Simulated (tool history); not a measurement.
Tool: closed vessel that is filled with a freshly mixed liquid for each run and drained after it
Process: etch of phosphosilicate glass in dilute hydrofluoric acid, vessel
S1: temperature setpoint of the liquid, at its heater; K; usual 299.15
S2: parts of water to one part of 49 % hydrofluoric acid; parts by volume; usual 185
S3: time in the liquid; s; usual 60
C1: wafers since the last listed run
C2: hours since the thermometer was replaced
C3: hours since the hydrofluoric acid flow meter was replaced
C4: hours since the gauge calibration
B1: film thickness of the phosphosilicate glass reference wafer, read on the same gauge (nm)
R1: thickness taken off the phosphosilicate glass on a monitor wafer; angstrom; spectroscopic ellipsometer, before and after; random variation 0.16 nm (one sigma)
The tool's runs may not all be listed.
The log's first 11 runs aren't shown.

-- hour=563.8 thermometer replaced
run 12 hour=582.8 | S1=295.65 S2=185 S3=60 | C1=7441 C2=19 C3=374.6 C4=558.8 | B1=99.98 | R1=203.8
run 13 hour=616.7 | S1=295.65 S2=185 S3=60 | C1=4561 C2=52.9 C3=408.5 C4=592.7 | B1=100.04 | R1=202.3
run 14 hour=644.8 | S1=299.15 S2=185 S3=60 | C1=3781 C2=81 C3=436.6 C4=620.8 | B1=99.99 | R1=231.9
run 15 hour=766.2 | S1=299.15 S2=185 S3=60 | C1=16336 C2=202.4 C3=558 C4=742.2 | B1=100.01 | R1=229
run 16 hour=798.8 | S1=299.15 S2=185 S3=85 | C1=4386 C2=235 C3=590.6 C4=774.8 | B1=99.98 | R1=325.9
run 17 hour=829.6 | S1=297.65 S2=150 S3=60 | C1=4144 C2=265.8 C3=621.4 C4=805.6 | B1=99.98 | R1=278.6
run 18 hour=877.4 | S1=295.65 S2=185 S3=60 | C1=6432 C2=313.6 C3=669.2 C4=853.4 | B1=100 | R1=200
run 19 hour=903.2 | S1=301.15 S2=100 S3=90 | C1=3471 C2=339.4 C3=695 C4=879.2 | B1=99.98 | R1=761.8
run 20 hour=948.5 | S1=297.15 S2=155 S3=80 | C1=6096 C2=384.7 C3=740.3 C4=924.5 | B1=99.97 | R1=347.4
run 21 hour=973.8 | S1=303.15 S2=185 S3=40 | C1=3404 C2=410 C3=765.6 C4=949.8 | B1=99.98 | R1=173.7
-- hour=976.7 gauge calibrated
run 22 hour=1001.9 | S1=299.15 S2=255 S3=60 | C1=3781 C2=438.1 C3=793.7 C4=25.2 | B1=99.98 | R1=151.4
run 23 hour=1060.6 | S1=299.15 S2=185 S3=60 | C1=7899 C2=496.8 C3=852.4 C4=83.9 | B1=99.95 | R1=224.2
-- hour=1084.4 hydrofluoric acid flow meter replaced
run 24 hour=1200.4 | S1=295.65 S2=185 S3=60 | C1=18678 C2=636.6 C3=116 C4=223.7 | B1=100.03 | R1=205.5
run 25 hour=1255.5 | S1=301.65 S2=235 S3=95 | C1=7414 C2=691.7 C3=171.1 C4=278.8 | B1=100.03 | R1=300.5

Forecast run 26:
run 26 hour=1306.5 | S1=299.15 S2=185 S3=75 | C1=6863 C2=742.7 C3=222.1 C4=329.8 | B1=? | R1=?

{"run 26": {"B1": 100.01, "R1": 292.7}}
Without the tool's hidden state the same run would have given R1 295.6 angstrom.
